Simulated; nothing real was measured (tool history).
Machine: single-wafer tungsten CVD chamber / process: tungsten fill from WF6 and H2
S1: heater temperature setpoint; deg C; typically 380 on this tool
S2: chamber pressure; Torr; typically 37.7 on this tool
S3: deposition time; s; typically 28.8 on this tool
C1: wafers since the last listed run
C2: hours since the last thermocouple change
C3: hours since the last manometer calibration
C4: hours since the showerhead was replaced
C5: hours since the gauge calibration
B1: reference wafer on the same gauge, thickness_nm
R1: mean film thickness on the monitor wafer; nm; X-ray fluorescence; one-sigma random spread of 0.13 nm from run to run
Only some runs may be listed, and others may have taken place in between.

Run 1, hour 0.0: usual settings but S1 384 deg C, S2 30.2 Torr; C1 0; C2 1505.7; C3 1053.8; C4 100.4; C5 1830.3; B1 60.296. Result: R1 63.361 nm.
At hour 30.0: capacitance manometer re-zeroed and calibrated.
Run 2, hour 87.3: usual settings but S1 385 deg C; C1 1235; C2 1593.0; C3 57.3; C4 187.7; C5 1917.6; B1 60.317. Result: R1 70.191 nm.
Run 3, hour 124.3: usual settings but S1 385 deg C; C1 576; C2 1630.0; C3 94.3; C4 224.7; C5 1954.6; B1 60.292. Result: R1 69.581 nm.
At hour 191.7: thermocouple changed; heater temperature recalibrated.
Run 4, hour 215.1: usual settings but S1 385 deg C; C1 1290; C2 23.4; C3 185.1; C4 315.5; C5 2045.4; B1 60.288. Result: R1 71.067 nm.
Run 5, hour 265.0: usual settings; C1 777; C2 73.3; C3 235.0; C4 365.4; C5 2095.3; B1 60.309. Result: R1 64.761 nm.
Run 6, hour 306.8: usual settings; C1 651; C2 115.1; C3 276.8; C4 407.2; C5 2137.1; B1 60.287. Result: R1 65.021 nm.
Run 7, hour 364.8: usual settings; C1 903; C2 173.1; C3 334.8; C4 465.2; C5 2195.1; B1 60.342. Result: R1 65.052 nm.
Run 8, hour 440.2: usual settings; C1 1174; C2 248.5; C3 410.2; C4 540.6; C5 2270.5; B1 60.288. Result: R1 64.795 nm.
Run 9, hour 511.4: usual settings; C1 1109; C2 319.7; C3 481.4; C4 611.8; C5 2341.7; B1 60.293. Result: R1 64.772 nm.
Run 10, hour 560.6: usual settings; C1 766; C2 368.9; C3 530.6; C4 661.0; C5 2390.9; B1 60.293. Result: R1 64.523 nm.
Run 11, hour 642.8: usual settings; C1 1280; C2 451.1; C3 612.8; C4 743.2; C5 2473.1; B1 60.282. Result: R1 64.723 nm.
Run 12, hour 723.9: usual settings but S1 369 deg C, S3 27.4 s; C1 1263; C2 532.2; C3 693.9; C4 824.3; C5 2554.2; B1 60.330. Result: R1 50.412 nm.
Run 13, hour 824.8: usual settings but S2 45.6 Torr, S3 23.3 s; C1 1572; C2 633.1; C3 794.8; C4 925.2; C5 2655.1; B1 60.299. Result: R1 55.753 nm.
Run 14, hour 926.0: usual settings but S2 42.4 Torr; C1 1576; C2 734.3; C3 896.0; C4 1026.4; C5 2756.3; B1 60.305. Result: R1 66.443 nm.
At hour 988.8: gauge calibrated.
Run 15, hour 1000.8: usual settings but S1 388 deg C, S2 29.1 Torr, S3 34.5 s; C1 1165; C2 809.1; C3 970.8; C4 1101.2; C5 12.0; B1 60.309. Result: R1 81.436 nm.
Run 16, hour 1083.5: usual settings; C1 1288; C2 891.8; C3 1053.5; C4 1183.9; C5 94.7; B1 60.294. Result: R1 64.075 nm.
Run 17, hour 1155.9: usual settings; C1 1128; C2 964.2; C3 1125.9; C4 1256.3; C5 167.1; B1 60.272. Result: R1 63.859 nm.
At hour 1226.4: capacitance manometer re-zeroed and calibrated.
Run 18, hour 1236.8: usual settings; C1 1135; C2 1045.1; C3 10.4; C4 1337.2; C5 248.0; B1 60.327. Result: R1 64.452 nm.
Run 19, hour 1318.9: usual settings; C1 1279; C2 1127.2; C3 92.5; C4 1419.3; C5 330.1; B1 60.282. Result: R1 64.397 nm.
Run 20, hour 1402.9: usual settings but S1 391 deg C; C1 1308; C2 1211.2; C3 176.5; C4 1503.3; C5 414.1; B1 60.315. Result: R1 77.965 nm.
Run 21, hour 1501.8: usual settings; C1 1540; C2 1310.1; C3 275.4; C4 1602.2; C5 513.0; B1 60.298. Result: R1 64.386 nm.
Run 22, hour 1539.8: usual settings; C1 592; C2 1348.1; C3 313.4; C4 1640.2; C5 551.0; B1 60.272. Result: R1 64.090 nm.
Run 23, hour 1600.5: usual settings but S1 369 deg C, S2 30.2 Torr; C1 945; C2 1408.8; C3 374.1; C4 1700.9; C5 611.7; B1 60.266. Result: R1 48.783 nm.
Run 24, hour 1653.8: usual settings; C1 830; C2 1462.1; C3 427.4; C4 1754.2; C5 665.0; B1 60.288. Result: R1 64.047 nm.
At hour 1671.4: thermocouple changed; heater temperature recalibrated.
Run 25, hour 1730.9: usual settings but S2 32.2 Torr; C1 1076; C2 59.5; C3 504.5; C4 1831.3; C5 742.1; B1 60.310. Result: R1 61.727 nm.
Run 26, hour 1804.9: usual settings but S3 33.8 s; C1 1152; C2 133.5; C3 578.5; C4 1905.3; C5 816.1; B1 60.317. Result: R1 76.192 nm.
Run 27, hour 1890.0: usual settings but S3 31.6 s; C1 1325; C2 218.6; C3 663.6; C4 1990.4; C5 901.2; B1 60.267. Result: R1 70.975 nm.
Run 28, hour 1936.4: usual settings but S1 372 deg C, S2 30.8 Torr, S3 33.5 s; C1 722; C2 265.0; C3 710.0; C4 2036.8; C5 947.6; B1 60.294. Result: R1 60.954 nm.
Run 29, hour 1997.8: usual settings but S1 366 deg C, S2 44.2 Torr; C1 956; C2 326.4; C3 771.4; C4 2098.2; C5 1009.0; B1 60.294. Result: R1 52.816 nm.
Run 30, hour 2069.9: usual settings but S1 370 deg C, S2 31.6 Torr, S3 31.0 s; C1 1123; C2 398.5; C3 843.5; C4 2170.3; C5 1081.1; B1 60.307. Result: R1 54.837 nm.
Run 31, hour 2161.5: usual settings but S2 43.8 Torr, S3 23.3 s; C1 1427; C2 490.1; C3 935.1; C4 2261.9; C5 1172.7; B1 60.291. Result: R1 54.776 nm.

Forecast run 32:
Run 32, hour 2238.0: usual settings but S3 32.6 s; C1 1191; C2 566.6; C3 1011.6; C4 2338.4; C5 1249.2; B1 ?. Result: R1 ?.

Run 32 came out at B1 60.267, R1 72.783 nm.
With the hidden condition absent and the run-to-run variation left alone, this run would have shown R1 73.642 nm.
